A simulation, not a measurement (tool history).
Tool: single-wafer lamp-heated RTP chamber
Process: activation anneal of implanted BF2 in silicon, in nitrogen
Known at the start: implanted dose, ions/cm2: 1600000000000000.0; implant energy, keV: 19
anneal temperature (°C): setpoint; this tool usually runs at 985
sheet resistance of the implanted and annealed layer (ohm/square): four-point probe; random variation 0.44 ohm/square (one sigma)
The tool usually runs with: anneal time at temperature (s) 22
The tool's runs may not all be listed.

run     day  anneal temperature (°C)  anneal time at temperature (s)  read-back reference wafer on the same gauge, sheet resistance  sheet resistance of the implanted and annealed layer (ohm/square)
  1   0.000                      985                              32                                                         208.99                                                             189.40
  2   1.421                      985                              22                                                         209.05                                                             201.46
  3   2.696                      985                              22                                                         209.00                                                             202.67
  4   5.525                      996                              22                                                         208.99                                                             183.51
  5   8.804                      996                              22                                                         209.04                                                             183.44
  6   9.967                      996                              22                                                         209.00                                                             182.97
  7  12.717                      992                              18                                                         208.99                                                             196.12
  8  21.225                      992                              18                                                         209.07                                                             195.69
     21.521  -- gauge calibrated
  9  22.517                      972                              22                                                         208.97                                                             224.33
 10  23.762                      972                              22                                                         208.96                                                             222.38
 11  26.300                      972                              22                                                         209.01                                                             222.86
 12  28.292                      985                              22                                                         208.94                                                             199.03
     29.179  -- pyrometer window cleaned and pyrometer calibrated
     30.479  -- reflector plate cleaned
 13  30.500                      985                              22                                                         208.98                                                             203.38
 14  31.512                      985                              17                                                         208.92                                                             211.59
 15  34.075                      985                              22                                                         209.03                                                             202.65
 16  36.138                      985                              22                                                         209.00                                                             202.11
 17  38.667                      985                              22                                                         208.92                                                             201.48
 18  40.483                      985                               9                                                         208.99                                                             226.35
 19  41.933                      985                              22                                                         209.00                                                             202.87
 20  43.588                      985                              34                                                         209.04                                                             187.56
 21  46.025                      958                              22                                                         208.94                                                             252.22
 22  47.446                      985                              22                                                         209.00                                                             201.66
 23  48.821                      985                              25                                                         209.05                                                             197.89
 24  51.817                     1009                              31                                                         209.03                                                             152.31
 25  53.454                      965                              10                                                         209.00                                                             254.96
 26  56.204                      996                              13                                                         209.00                                                             197.83
 27  58.471                      960                              30                                                         209.03                                                             237.25
 28  61.329                      985                              22                                                         208.99                                                             199.92
     64.300  -- pyrometer window cleaned and pyrometer calibrated
     64.638  -- reflector plate cleaned
 29  69.192                      956                              11                                                         209.07                                                             270.61
 30  77.150                      985                              15                                                         208.96                                                             212.86
 31  81.367                      973                              11                                                         209.00                                                             240.07
 32  83.762                      958                              22                                                         208.93                                                             250.58
 33  84.938                      985                              22                                                         209.05                                                             201.70
 34  85.983                      967                              32                                                         209.10                                                             222.67
     86.725  -- gauge calibrated
 35  87.088                      965                              31                                                         209.03                                                             227.04
 36  88.967                      985                              22                                                         209.08                                                             201.37
 37  91.933                      975                              10                                                         208.90                                                             238.15
 38  94.588                      977                              30                                                         208.97                                                             205.04

Branching from run 38: 3 alternative next runs. What would each branch give?
  A  94.604                      985                              22                                                              ?                                                                  ?
  B  94.604                      960                              29                                                              ?                                                                  ?
  C  94.604                      999                              16                                                              ?                                                                  ?

run  read-back reference wafer on the same gauge, sheet resistance  sheet resistance of the implanted and annealed layer (ohm/square)
  A                                                         209.01                                                             200.33
  B                                                         209.01                                                             238.49
  C                                                         209.01                                                             187.46
With the hidden condition removed and each run's random variation left untouched, the same runs would have given:
run  sheet resistance of the implanted and annealed layer (ohm/square)
  A                                                             202.78
  B                                                             241.33
  C                                                             189.64
